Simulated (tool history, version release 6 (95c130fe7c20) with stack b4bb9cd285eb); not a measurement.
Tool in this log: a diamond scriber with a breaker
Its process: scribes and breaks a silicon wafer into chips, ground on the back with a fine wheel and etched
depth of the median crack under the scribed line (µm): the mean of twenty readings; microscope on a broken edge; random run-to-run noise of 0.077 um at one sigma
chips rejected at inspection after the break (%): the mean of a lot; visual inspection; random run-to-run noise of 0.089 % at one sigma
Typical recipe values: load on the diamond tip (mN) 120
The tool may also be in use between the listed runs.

run,day,load on the diamond tip (mN),"incoming depth of the damage left on the back of the incoming wafer, um",depth of the median crack under the scribed line (µm),chips rejected at inspection after the break (%)
1,0,120,0.65,7.05,4.24
2,2.467,120,0.56,7.02,4.46
3,4.779,120,0.5,6.96,4.44
# day 5.408: diamond tip replaced by a new one
4,7.229,120,0.37,7.17,3.24
5,8.812,120,0.4,7.22,3.5
6,10.638,120,0.65,7.27,3.1
7,13.258,120,0.49,7.17,4.24
8,15.612,120,0.67,7.04,4.14
9,18.104,120,0.63,7,4.39
10,19.5,120,0.69,6.97,4.54
11,21.95,120,0.73,7.07,4.42
12,23.104,131,0.53,7.56,2.29
# day 27.912: load on the tip recalibrated
13,31.862,131,0.35,8.45,1.46
14,34.108,131,0.44,8.23,1.54
15,36.354,120,0.53,7.49,2.24
16,37.917,120,0.57,7.39,2.29
17,40.2,120,0.44,7.34,2.77
18,42.1,99,0.64,6.06,14.54
# day 44.492: diamond tip replaced by a new one
19,45.058,107,0.34,6.72,5.85
20,47.679,84,0.44,5.13,27.11
21,49.271,120,0.4,7.33,2.42
22,51.708,120,0.73,7.3,3.17
23,54.104,95,0.34,5.68,17.51
24,57.217,105,0.7,6.15,10.26
25,58.833,137,0.65,7.9,1.36
26,61.171,91,0.37,5.34,20.62
27,62.438,144,0.51,8.42,1.55
28,64.038,147,0.63,8.63,1.71

For run 29, what comes out?
29,66.238,130,0.79,?,?

depth of the median crack under the scribed line (µm): 7.42
chips rejected at inspection after the break (%): 2.28
On a tool with no hidden condition, and with the same random variation, this run would have come out at depth of the median crack under the scribed line (µm) 8.56, chips rejected at inspection after the break (%) 2.35.
